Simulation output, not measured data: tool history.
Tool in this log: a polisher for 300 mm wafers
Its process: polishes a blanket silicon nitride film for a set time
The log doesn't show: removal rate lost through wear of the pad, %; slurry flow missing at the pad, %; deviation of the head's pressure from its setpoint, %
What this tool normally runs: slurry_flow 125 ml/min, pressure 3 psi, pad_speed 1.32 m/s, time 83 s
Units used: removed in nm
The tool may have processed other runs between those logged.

| run | hour | slurry_flow | pressure | pad_speed | time | wafers since the last listed run | wafers polished on this pad | hours since the slurry nozzle was cleaned | hours since the head pressure was calibrated | incoming thickness of the incoming film, nm | removed |
|---|---|---|---|---|---|---|---|---|---|---|---|
| 1 | 0 | 125 | 3 | 1.32 | 83 | 0 | 312 | 328.7 | 266.1 | 750.5 | 164.8 |
| 2 | 32.4 | 125 | 3 | 1.32 | 83 | 430 | 743 | 361.1 | 298.5 | 768 | 160.4 |
| 3 | 56.8 | 125 | 3 | 1.32 | 83 | 324 | 1067 | 385.5 | 322.9 | 758.3 | 157.8 |
| 4 | 78.5 | 125 | 3 | 1.2 | 83 | 288 | 1355 | 407.2 | 344.6 | 766.1 | 145.8 |
|  | 89.2 | worn pad replaced by a new one |
| 5 | 104.6 | 125 | 3 | 1.2 | 83 | 293 | 205 | 433.3 | 370.7 | 765.6 | 159.3 |
| 6 | 132.7 | 125 | 3 | 1.32 | 83 | 373 | 578 | 461.4 | 398.8 | 767.6 | 164 |
| 7 | 153.3 | 125 | 3 | 1.32 | 83 | 273 | 852 | 482 | 419.4 | 750.2 | 159.6 |
| 8 | 170.7 | 125 | 3 | 1.32 | 83 | 231 | 1083 | 499.4 | 436.8 | 761 | 158.8 |
|  | 190.8 | worn pad replaced by a new one |
| 9 | 204.9 | 125 | 2.2 | 1.32 | 83 | 401 | 187 | 533.6 | 471 | 767.9 | 121.5 |
| 10 | 223.8 | 125 | 2.2 | 1.32 | 83 | 251 | 438 | 552.5 | 489.9 | 756.5 | 120.3 |
| 11 | 251.7 | 125 | 3 | 1.66 | 83 | 370 | 809 | 580.4 | 517.8 | 760.6 | 185.2 |
| 12 | 287.5 | 85 | 3 | 1.32 | 60 | 475 | 1285 | 616.2 | 553.6 | 749.6 | 100.1 |
| 13 | 303 | 145 | 3 | 1.68 | 83 | 206 | 1491 | 631.7 | 569.1 | 765 | 177.9 |
|  | 311 | worn pad replaced by a new one |
| 14 | 331 | 125 | 3 | 0.96 | 83 | 318 | 265 | 659.7 | 597.1 | 761.3 | 137.9 |
| 15 | 358.2 | 125 | 3 | 1.32 | 83 | 361 | 627 | 686.9 | 624.3 | 764.7 | 161.3 |
| 16 | 377.1 | 125 | 3 | 1.52 | 83 | 251 | 878 | 705.8 | 643.2 | 751.2 | 172.6 |
|  | 397.6 | slurry nozzle cleaned |
|  | 405.5 | worn pad replaced by a new one |
| 17 | 411.6 | 170 | 3.9 | 1.32 | 83 | 392 | 80 | 14 | 677.7 | 757.4 | 234.7 |
|  | 423.6 | head pressure recalibrated |
| 18 | 437.8 | 125 | 3 | 1.32 | 83 | 321 | 402 | 40.2 | 14.2 | 751.1 | 162.6 |
| 19 | 456.6 | 160 | 3 | 1.32 | 83 | 249 | 652 | 59 | 33 | 754 | 171.3 |
| 20 | 482.6 | 160 | 3 | 0.94 | 69 | 345 | 997 | 85 | 59 | 747 | 112.1 |
| 21 | 494.7 | 125 | 3.7 | 1.32 | 107 | 160 | 1158 | 97.1 | 71.1 | 764.4 | 248.1 |
| 22 | 520.7 | 95 | 3.7 | 1.54 | 102 | 345 | 1504 | 123.1 | 97.1 | 766.8 | 232.9 |

What does the tool deliver on the next run?
|  | 528.4 | worn pad replaced by a new one |
| 23 | 547.9 | 125 | 3 | 1.06 | 70 | 308 | 259 | 150.3 | 124.3 | 760.7 | ? |

{"run 23": {"removed": 121.9}}
On a tool with no hidden condition, and with the same random variation, this run would have come out at removed 124.5 nm.
